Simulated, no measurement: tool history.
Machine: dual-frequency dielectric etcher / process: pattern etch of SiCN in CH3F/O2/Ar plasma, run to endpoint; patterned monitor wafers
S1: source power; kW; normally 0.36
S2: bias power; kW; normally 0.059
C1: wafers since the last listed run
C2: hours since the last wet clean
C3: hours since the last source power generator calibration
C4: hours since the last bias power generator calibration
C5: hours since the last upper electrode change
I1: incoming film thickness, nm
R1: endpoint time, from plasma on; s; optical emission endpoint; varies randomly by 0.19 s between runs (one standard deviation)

run     day    S1     S2   C1     C2      C3      C4      C5     I1    R1
  1       0   0.3  0.047    0  375.3  3459.7  2183.3  5798.2  13.14  50.4
  2   0.338  0.31  0.053  103  383.4  3467.8  2191.4  5806.3  13.19  46.9
  3   0.688  0.31  0.053  107  391.8  3476.2  2199.8  5814.7  13.01  46.2
  4   1.225  0.31  0.053  164  404.7  3489.1  2212.7  5827.6   13.2  47.3
  5   1.604  0.36  0.059  115  413.8  3498.2  2221.8  5836.7  13.11  41.8
  6   2.333  0.36  0.059  223  431.3  3515.7  2239.3  5854.2  12.99  41.3
  7   2.946  0.36  0.059  187    446  3530.4    2254  5868.9  13.13    42
      4.408  -- wet clean of the chamber
  8   4.429  0.36  0.059  147    0.5    3566  2289.6  5904.5  13.11  40.5
  9   4.442  0.36  0.059    3    0.8  3566.3  2289.9  5904.8  13.04  39.9
 10   4.771  0.36  0.059  100    8.7  3574.2  2297.8  5912.7  13.19  40.6
 11     5.5  0.36  0.059  223   26.2  3591.7  2315.3  5930.2  13.05  40.1
      5.854  -- bias power generator calibrated
 12   5.875  0.36  0.059   63   35.2  3600.7     0.5  5939.2   13.1  40.3
 13   6.217  0.36  0.059  104   43.4  3608.9     8.7  5947.4   13.2  40.5
 14   6.679  0.36  0.059  141   54.5    3620    19.8  5958.5  13.01  39.9
 15   7.229   0.3  0.051  168   67.7  3633.2      33  5971.7  13.09  47.3
 16   7.517  0.36  0.065   87   74.6  3640.1    39.9  5978.6  13.07  38.6
 17   7.992   0.4  0.059  145     86  3651.5    51.3    5990  13.14  38.8
      9.046  -- source power generator calibrated
      9.154  -- upper electrode replaced, of another model than before
 18   9.175  0.28  0.054  278  114.4     3.1    79.7     0.5  13.07  48.9
 19   9.188  0.41  0.054    3  114.7     3.4      80     0.8  13.12  38.9
 20     9.2  0.41  0.054    3    115     3.7    80.3     1.1  13.19  39.2
 21   9.708  0.33  0.053  155  127.2    15.9    92.5    13.3  13.04  44.1
 22  10.279  0.36  0.064  174  140.9    29.6   106.2      27  13.18  39.7
 23  10.612  0.36  0.059  101  148.9    37.6   114.2      35  13.24  40.8
 24  10.975  0.32  0.066  110  157.6    46.3   122.9    43.7  13.02  41.8
 25  11.483  0.43  0.053  155  169.8    58.5   135.1    55.9  13.16  38.5
 26  11.917  0.32  0.059  132  180.2    68.9   145.5    66.3  13.03  43.6
 27  12.362  0.36  0.059  136  190.9    79.6   156.2      77  13.06  40.7
 28    12.9  0.32  0.059  164  203.8    92.5   169.1    89.9  13.01  43.5
 29  13.371   0.3  0.055  144  215.1   103.8   180.4   101.2  13.13  47.3
 30  13.767  0.36  0.059  121  224.6   113.3   189.9   110.7  13.04  40.7
 31   14.35  0.36  0.063  178  238.6   127.3   203.9   124.7     13  39.4
 32  14.983  0.36  0.059  193  253.8   142.5   219.1   139.9  13.13  41.3
 33  15.608  0.42   0.05  191  268.8   157.5   234.1   154.9  12.98  39.2
 34  17.212  0.39  0.069  490  307.3     196   272.6   193.4  13.06  37.3
 35  17.567  0.31  0.047  108  315.8   204.5   281.1   201.9  13.03  48.4

Give the tool's hidden conditions for every run:
source power that arrives over what is set, %: 0 at every run
bias power that arrives over what is set, %: 0 at every run
H1: etch rate over this chamber's usual, %
run      H1
  1   -3.17
  2   -3.25
  3   -3.34
  4   -3.46
  5   -3.55
  6   -3.73
  7   -3.87
  8  -0.114
  9  -0.117
 10  -0.194
 11  -0.367
 12  -0.455
 13  -0.536
 14  -0.645
 15  -0.775
 16  -0.843
 17  -0.955
 18   -1.23
 19   -1.24
 20   -1.24
 21   -1.36
 22   -1.49
 23   -1.57
 24   -1.66
 25   -1.78
 26   -1.88
 27   -1.99
 28   -2.11
 29   -2.22
 30   -2.32
 31   -2.46
 32   -2.61
 33   -2.75
 34   -3.13
 35   -3.22
